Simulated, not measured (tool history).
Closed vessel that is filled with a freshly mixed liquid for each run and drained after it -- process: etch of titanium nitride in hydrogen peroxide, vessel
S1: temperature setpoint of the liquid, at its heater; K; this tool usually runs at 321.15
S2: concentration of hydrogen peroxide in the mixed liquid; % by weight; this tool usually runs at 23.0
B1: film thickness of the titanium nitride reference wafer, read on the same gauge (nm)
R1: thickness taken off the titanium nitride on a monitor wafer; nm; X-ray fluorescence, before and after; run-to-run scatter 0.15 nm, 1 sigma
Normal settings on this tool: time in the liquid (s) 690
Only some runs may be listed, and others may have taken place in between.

run 1 hour=0.0 | S1=321.15 S2=23.0 time_in_the_liquid_(s)=690 | B1=130.04 | R1=28.82
run 2 hour=104.7 | S1=321.15 S2=23.0 time_in_the_liquid_(s)=690 | B1=130.00 | R1=28.99
run 3 hour=156.4 | S1=321.15 S2=23.0 time_in_the_liquid_(s)=690 | B1=130.02 | R1=28.94
run 4 hour=237.3 | S1=321.15 S2=23.0 time_in_the_liquid_(s)=690 | B1=130.00 | R1=28.77
run 5 hour=340.0 | S1=321.15 S2=23.0 time_in_the_liquid_(s)=690 | B1=130.01 | R1=28.61
run 6 hour=434.9 | S1=321.15 S2=27.0 time_in_the_liquid_(s)=555 | B1=130.01 | R1=23.89
-- hour=498.6 peroxide flow meter replaced
run 7 hour=532.4 | S1=321.15 S2=23.0 time_in_the_liquid_(s)=690 | B1=130.05 | R1=28.34
run 8 hour=606.9 | S1=321.15 S2=23.0 time_in_the_liquid_(s)=690 | B1=129.98 | R1=28.56
run 9 hour=693.3 | S1=321.15 S2=23.0 time_in_the_liquid_(s)=690 | B1=129.99 | R1=28.48
run 10 hour=739.8 | S1=321.15 S2=23.0 time_in_the_liquid_(s)=690 | B1=129.98 | R1=28.03
run 11 hour=781.3 | S1=321.15 S2=23.0 time_in_the_liquid_(s)=690 | B1=130.02 | R1=28.18
run 12 hour=878.9 | S1=321.15 S2=23.0 time_in_the_liquid_(s)=690 | B1=130.01 | R1=27.94
run 13 hour=950.9 | S1=321.15 S2=23.0 time_in_the_liquid_(s)=690 | B1=129.97 | R1=28.24
-- hour=967.1 new drum of peroxide connected
run 14 hour=1025.1 | S1=321.15 S2=23.0 time_in_the_liquid_(s)=690 | B1=130.02 | R1=28.56
run 15 hour=1067.3 | S1=327.15 S2=25.0 time_in_the_liquid_(s)=325 | B1=130.00 | R1=20.97
run 16 hour=1135.9 | S1=321.15 S2=19.0 time_in_the_liquid_(s)=550 | B1=129.94 | R1=21.75
run 17 hour=1224.1 | S1=330.65 S2=23.0 time_in_the_liquid_(s)=690 | B1=130.00 | R1=56.02
run 18 hour=1320.5 | S1=321.15 S2=27.0 time_in_the_liquid_(s)=555 | B1=130.02 | R1=23.68
run 19 hour=1400.4 | S1=312.65 S2=23.0 time_in_the_liquid_(s)=810 | B1=129.99 | R1=17.27
-- hour=1400.5 gauge calibrated
run 20 hour=1467.6 | S1=321.15 S2=25.0 time_in_the_liquid_(s)=305 | B1=130.00 | R1=12.63
-- hour=1543.2 peroxide flow meter replaced
run 21 hour=1556.0 | S1=321.15 S2=23.0 time_in_the_liquid_(s)=305 | B1=130.01 | R1=12.36
-- hour=1607.9 thermometer replaced
run 22 hour=1657.0 | S1=329.15 S2=26.0 time_in_the_liquid_(s)=460 | B1=130.03 | R1=34.92
run 23 hour=1717.5 | S1=321.15 S2=23.0 time_in_the_liquid_(s)=690 | B1=129.97 | R1=28.66
run 24 hour=1771.1 | S1=321.15 S2=23.0 time_in_the_liquid_(s)=690 | B1=130.00 | R1=28.97
run 25 hour=1825.0 | S1=321.15 S2=23.0 time_in_the_liquid_(s)=690 | B1=129.99 | R1=29.03
run 26 hour=1918.6 | S1=315.65 S2=25.5 time_in_the_liquid_(s)=690 | B1=129.96 | R1=19.38
run 27 hour=1996.1 | S1=321.15 S2=30.0 time_in_the_liquid_(s)=690 | B1=129.99 | R1=30.55
run 28 hour=2048.8 | S1=321.15 S2=23.0 time_in_the_liquid_(s)=690 | B1=130.03 | R1=28.52

3 ways to go on from here, each from the tool as it stands after run 28. What would each give?
run A hour=2049.6 | S1=316.65 S2=23.0 time_in_the_liquid_(s)=690 | B1=? | R1=?
run B hour=2049.6 | S1=313.15 S2=18.0 time_in_the_liquid_(s)=985 | B1=? | R1=?
run C hour=2049.6 | S1=330.65 S2=28.0 time_in_the_liquid_(s)=690 | B1=? | R1=?

run=A B1=129.99 R1=20.35
run=B B1=129.99 R1=21.12
run=C B1=129.99 R1=58.33
What these runs would have given with no unlogged condition in the tool:
run=A R1=21.07
run=B R1=21.86
run=C R1=60.29
